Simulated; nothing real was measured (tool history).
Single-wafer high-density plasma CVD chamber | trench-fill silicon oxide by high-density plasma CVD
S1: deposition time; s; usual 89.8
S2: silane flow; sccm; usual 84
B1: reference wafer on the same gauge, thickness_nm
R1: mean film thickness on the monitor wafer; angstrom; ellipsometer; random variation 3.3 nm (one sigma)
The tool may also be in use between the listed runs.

Run 1, day 0: usual settings but S1 97.8 s; B1 1001.343. Result: R1 10012.2 angstrom.
Run 2, day 4: usual settings but S1 97.8 s; B1 1001.421. Result: R1 10051.93 angstrom.
Run 3, day 6.712: usual settings but S1 97.8 s; B1 1001.436. Result: R1 9941.32 angstrom.
Run 4, day 11.121: usual settings but S2 79 sccm; B1 1000.949. Result: R1 8756.09 angstrom.
Run 5, day 14.629: usual settings but S2 79 sccm; B1 1001.49. Result: R1 8795.55 angstrom.
Run 6, day 17.038: usual settings but S1 81.1 s; B1 1000.871. Result: R1 8350.45 angstrom.
Run 7, day 18.667: usual settings but S1 81.1 s; B1 1000.364. Result: R1 8349.52 angstrom.
Run 8, day 22.95: usual settings but S1 81.1 s; B1 1000.377. Result: R1 8373.86 angstrom.
Run 9, day 27.075: usual settings but S2 92 sccm; B1 1000.46. Result: R1 10114.09 angstrom.
Run 10, day 30.929: usual settings but S2 92 sccm; B1 1001.341. Result: R1 10046.15 angstrom.
At day 32.946: silane flow controller replaced.
Run 11, day 33.162: usual settings but S2 92 sccm; B1 1001.45. Result: R1 9436.18 angstrom.
Run 12, day 36.725: usual settings but S1 97.1 s, S2 100 sccm; B1 1001.701. Result: R1 11022.67 angstrom.
Run 13, day 40.896: usual settings but S1 74.9 s; B1 1001.182. Result: R1 7270.43 angstrom.
At day 43.592: gauge calibrated.
Run 14, day 45.283: usual settings but S1 94.6 s, S2 72 sccm; B1 1001.452. Result: R1 8057.01 angstrom.
Run 15, day 48.675: usual settings but S1 103.4 s; B1 1001.593. Result: R1 10041.83 angstrom.
Run 16, day 51.796: usual settings; B1 1001.03. Result: R1 8788.38 angstrom.
Run 17, day 53.683: usual settings but S1 96.7 s; B1 1000.526. Result: R1 9411.71 angstrom.
Run 18, day 55.483: usual settings but S1 72.3 s, S2 98 sccm; B1 1001.113. Result: R1 8039.77 angstrom.
Run 19, day 57.871: usual settings; B1 1000.59. Result: R1 8736.39 angstrom.
Run 20, day 60.654: usual settings but S1 79.8 s; B1 1000.753. Result: R1 7748.54 angstrom.

The next listed run, before its measurement:
Run 21, day 72.442: usual settings but S1 97.8 s; B1 ?. Result: R1 ?.

B1: 1000.049
R1: 9553.82 angstrom
Without the tool's hidden state the same run would have given R1 9587.23 angstrom.
